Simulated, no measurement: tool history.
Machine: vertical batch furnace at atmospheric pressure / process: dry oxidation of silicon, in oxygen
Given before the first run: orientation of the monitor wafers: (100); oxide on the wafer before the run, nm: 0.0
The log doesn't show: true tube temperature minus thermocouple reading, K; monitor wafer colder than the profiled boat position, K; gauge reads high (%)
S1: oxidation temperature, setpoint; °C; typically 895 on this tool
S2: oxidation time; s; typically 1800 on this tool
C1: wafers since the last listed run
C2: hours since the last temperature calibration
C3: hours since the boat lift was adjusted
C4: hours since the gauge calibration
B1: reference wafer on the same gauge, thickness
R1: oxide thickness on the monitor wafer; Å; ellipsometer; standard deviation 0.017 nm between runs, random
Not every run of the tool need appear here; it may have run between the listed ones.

run   hour   S1    S2   C1      C2      C3     C4   B1     R1
  1      0  913  1800    0    3514  3960.8  325.1  9.9  141.7
  2   14.7  895  1800  230  3528.7  3975.5  339.8  9.9  117.5
  3   32.4  895  1800  277  3546.4  3993.2  357.5  9.9  117.5
  4   47.4  895  1800  234  3561.4  4008.2  372.5  9.9  117.4
  5   62.2  895  1800  231  3576.2    4023  387.3  9.9  117.6
  6   78.4  895  1800  253  3592.4  4039.2  403.5  9.9  117.9
  7   93.5  914  2370  236  3607.5  4054.3  418.6  9.9  172.2
  8  109.3  914  2370  247  3623.3  4070.1  434.4  9.9  172.7
  9  121.3  895  1230  187  3635.3  4082.1  446.4  9.9   90.3
 10  128.9  895  1230  118  3642.9  4089.7    454  9.9   90.4
 11  142.8  895  2280  217  3656.8  4103.6  467.9  9.9  138.5
 12  151.7  895  2280  139  3665.7  4112.5  476.8  9.9  138.3
 13    160  895  2280  129    3674  4120.8  485.1  9.9  138.8
 14  167.8  895  1110  122  3681.8  4128.6  492.9  9.9   84.2
 15  176.1  895  1800  129  3690.1  4136.9  501.2  9.9  118.3
 16  185.7  895  1800  150  3699.7  4146.5  510.8  9.9  118.2
 17  202.2  895  1800  258  3716.2    4163  527.3  9.9  117.9
 18  209.5  889  1800  114  3723.5  4170.3  534.6  9.9  110.5
     216.4  -- gauge calibrated
 19  225.8  889  1800  255  3739.8  4186.6    9.4  9.9  110.6
 20  240.4  917  1110  228  3754.4  4201.2     24  9.9  106.7
 21  252.9  885  1110  195  3766.9  4213.7   36.5  9.9   75.4
 22  259.1  918   930   97  3773.1  4219.9   42.7  9.9   95.2
 23    279  916  1230  311    3793  4239.8   62.6  9.9  113.6
     314.9  -- thermocouples replaced and temperature profile calibrated
     335.8  -- boat lift adjusted
 24  336.3  919  1800  194    21.4     0.5  119.9  9.9  144.6
 25  340.3  879  2640   62    25.4     4.5  123.9  9.9  122.4
 26  344.2  871  1800   61    29.3     8.4  127.8  9.9   85.6
 27  348.2  895  1800   62    33.3    12.4  131.8  9.9  112.3
 28  352.2  887  1470   62    37.3    16.4  135.8  9.9   89.5
 29  365.4  895  1800  206    50.5    29.6    149  9.9  112.4
 30  382.9  873  2220  273      68    47.1  166.5  9.9  101.8
 31  393.3  895  1800  162    78.4    57.5  176.9  9.9  112.3
 32  403.5  910  2100  159    88.6    67.7  187.1  9.9  146.7
 33  419.8  886  1410  255   104.9      84  203.4  9.9   85.5
 34  429.6  895  1350  153   114.7    93.8  213.2  9.9   91.9
 35  441.4  880  2700  184   126.5   105.6    225  9.9  125.8
 36  453.9  912  1320  195     139   118.1  237.5  9.9  108.6
 37  465.9  873  2430  187     151   130.1  249.5  9.9  108.2
 38  479.1  908  1500  206   164.2   143.3  262.7  9.9  114.1

3 options for the next run, each taken on its own from the tool as it stands now. Forecast them:
  A  483.2  905  1800  64  168.3  147.4  266.8   ?   ?
  B  483.2  877  2370  64  168.3  147.4  266.8   ?   ?
  C  483.2  887   900  64  168.3  147.4  266.8   ?   ?

run   B1     R1
  A  9.9  125.2
  B  9.9  111.3
  C  9.9     63
Stripped of hidden state, with their random variation kept, the same runs would have yielded:
run     R1
  A  124.5
  B  110.7
  C   62.6

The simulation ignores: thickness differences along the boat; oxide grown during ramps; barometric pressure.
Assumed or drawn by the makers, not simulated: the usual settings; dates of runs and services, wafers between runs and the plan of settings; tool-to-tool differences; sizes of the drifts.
